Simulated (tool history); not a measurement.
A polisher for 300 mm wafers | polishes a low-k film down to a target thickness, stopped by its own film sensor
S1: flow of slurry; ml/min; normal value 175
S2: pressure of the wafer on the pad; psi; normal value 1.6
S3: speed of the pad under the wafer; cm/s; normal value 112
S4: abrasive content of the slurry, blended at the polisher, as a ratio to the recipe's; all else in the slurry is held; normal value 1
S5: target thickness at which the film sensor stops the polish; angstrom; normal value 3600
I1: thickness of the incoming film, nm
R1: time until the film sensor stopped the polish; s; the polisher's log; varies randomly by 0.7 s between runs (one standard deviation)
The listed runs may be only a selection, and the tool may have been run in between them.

Run 1, day 0.000: usual settings; I1 397.2. Result: R1 114.0 s.
Run 2, day 0.775: usual settings; I1 383.9. Result: R1 73.6 s.
Run 3, day 1.442: usual settings; I1 393.0. Result: R1 101.1 s.
Run 4, day 1.925: usual settings; I1 387.6. Result: R1 85.3 s.
At day 2.621: worn pad replaced by a new one.
Run 5, day 2.642: usual settings; I1 389.1. Result: R1 96.8 s.
Run 6, day 2.825: usual settings; I1 393.9. Result: R1 114.8 s.
Run 7, day 3.125: usual settings but S5 3670 angstrom; I1 391.9. Result: R1 84.4 s.
Run 8, day 3.612: usual settings but S5 3670 angstrom; I1 393.0. Result: R1 89.0 s.
At day 3.962: conditioning disc replaced and pad reconditioned.
At day 4.283: worn pad replaced by a new one, repeated, since the last time left the tool worse.
Run 9, day 4.304: usual settings; I1 393.8. Result: R1 99.3 s.
Run 10, day 4.842: usual settings but S1 220 ml/min; I1 394.2. Result: R1 99.0 s.
Run 11, day 5.217: usual settings; I1 386.0. Result: R1 78.0 s.
At day 5.438: slurry nozzle cleaned.
Run 12, day 6.054: usual settings; I1 396.3. Result: R1 111.7 s.
Run 13, day 6.475: usual settings but S5 3650 angstrom; I1 387.7. Result: R1 69.2 s.

For run 14, what comes out?
At day 6.883: slurry blender recalibrated.
At day 6.925: head pressure recalibrated.
Run 14, day 7.167: usual settings but S1 145 ml/min; I1 384.0. Result: R1 ?.

For run 14 the tool returned R1 76.5 s.
Take away the tool's hidden state, keep the run-to-run variation as it was, and the same run would have given R1 71.3 s.

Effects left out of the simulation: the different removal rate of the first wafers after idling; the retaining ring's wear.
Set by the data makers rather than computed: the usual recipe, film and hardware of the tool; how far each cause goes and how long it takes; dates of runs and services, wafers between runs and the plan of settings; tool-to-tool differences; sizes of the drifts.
